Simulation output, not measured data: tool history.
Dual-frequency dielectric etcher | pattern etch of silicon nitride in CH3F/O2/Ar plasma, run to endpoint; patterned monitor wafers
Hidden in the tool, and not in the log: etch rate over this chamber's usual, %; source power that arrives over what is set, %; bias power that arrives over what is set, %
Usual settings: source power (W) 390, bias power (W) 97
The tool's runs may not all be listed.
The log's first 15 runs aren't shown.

| run | hour | source power (W) | bias power (W) | wafers since the last listed run | hours since the last wet clean | hours since the last source power generator calibration | hours since the last bias power generator calibration | hours since the last upper electrode change | incoming incoming film thickness, nm | endpoint time (s) |
|---|---|---|---|---|---|---|---|---|---|---|
| 16 | 562.8 | 390 | 97 | 348 | 332.5 | 74.9 | 1913.1 | 4427.9 | 49.32 | 62.8 |
| 17 | 575.5 | 390 | 97 | 133 | 345.2 | 87.6 | 1925.8 | 4440.6 | 49.19 | 62.4 |
| 18 | 588.1 | 470 | 105 | 132 | 357.8 | 100.2 | 1938.4 | 4453.2 | 49.32 | 56.4 |
| 19 | 600.5 | 320 | 121 | 129 | 370.2 | 112.6 | 1950.8 | 4465.6 | 49.16 | 62.3 |
|  | 643.3 | wet clean of the chamber |
| 20 | 643.8 | 300 | 89 | 202 | 0.5 | 155.9 | 1994.1 | 4508.9 | 49.30 | 73.3 |
|  | 669.5 | upper electrode replaced |
| 21 | 670.0 | 390 | 97 | 23 | 26.7 | 182.1 | 2020.3 | 0.5 | 49.33 | 63.7 |
| 22 | 683.1 | 390 | 82 | 137 | 39.8 | 195.2 | 2033.4 | 13.6 | 48.90 | 66.7 |
| 23 | 697.9 | 450 | 114 | 155 | 54.6 | 210.0 | 2048.2 | 28.4 | 49.68 | 57.7 |
| 24 | 716.8 | 330 | 83 | 198 | 73.5 | 228.9 | 2067.1 | 47.3 | 49.16 | 71.4 |
| 25 | 743.8 | 440 | 110 | 283 | 100.5 | 255.9 | 2094.1 | 74.3 | 49.60 | 58.4 |
| 26 | 768.2 | 390 | 108 | 255 | 124.9 | 280.3 | 2118.5 | 98.7 | 49.82 | 61.8 |
| 27 | 792.7 | 390 | 91 | 256 | 149.4 | 304.8 | 2143.0 | 123.2 | 49.05 | 64.5 |
|  | 808.4 | bias power generator calibrated |
| 28 | 857.7 | 390 | 87 | 639 | 214.4 | 369.8 | 49.3 | 188.2 | 49.38 | 65.2 |
| 29 | 888.5 | 390 | 97 | 322 | 245.2 | 400.6 | 80.1 | 219.0 | 49.27 | 62.9 |
| 30 | 967.5 | 310 | 97 | 828 | 324.2 | 479.6 | 159.1 | 298.0 | 49.77 | 68.7 |
| 31 | 980.1 | 390 | 107 | 132 | 336.8 | 492.2 | 171.7 | 310.6 | 49.18 | 59.7 |
| 32 | 1002.4 | 480 | 86 | 233 | 359.1 | 514.5 | 194.0 | 332.9 | 49.11 | 59.6 |
| 33 | 1022.2 | 390 | 97 | 207 | 378.9 | 534.3 | 213.8 | 352.7 | 49.62 | 62.3 |
|  | 1052.7 | wet clean of the chamber |
| 34 | 1053.2 | 390 | 97 | 73 | 0.5 | 565.3 | 244.8 | 383.7 | 49.14 | 63.9 |
| 35 | 1073.7 | 370 | 114 | 214 | 21.0 | 585.8 | 265.3 | 404.2 | 48.92 | 61.2 |
| 36 | 1090.1 | 390 | 83 | 171 | 37.4 | 602.2 | 281.7 | 420.6 | 49.20 | 67.2 |

3 ways to go on from here, each from the tool as it stands after run 36. What would each give?
| A | 1090.5 | 390 | 97 | 4 | 37.8 | 602.6 | 282.1 | 421.0 | 49.40 | ? |
| B | 1090.5 | 420 | 82 | 4 | 37.8 | 602.6 | 282.1 | 421.0 | 49.40 | ? |
| C | 1090.5 | 350 | 90 | 4 | 37.8 | 602.6 | 282.1 | 421.0 | 49.40 | ? |

| run | endpoint time (s) |
|---|---|
| A | 64.0 |
| B | 65.8 |
| C | 68.4 |
Without the tool's hidden state the same runs would have given:
| run | endpoint time (s) |
|---|---|
| A | 64.5 |
| B | 66.3 |
| C | 68.9 |
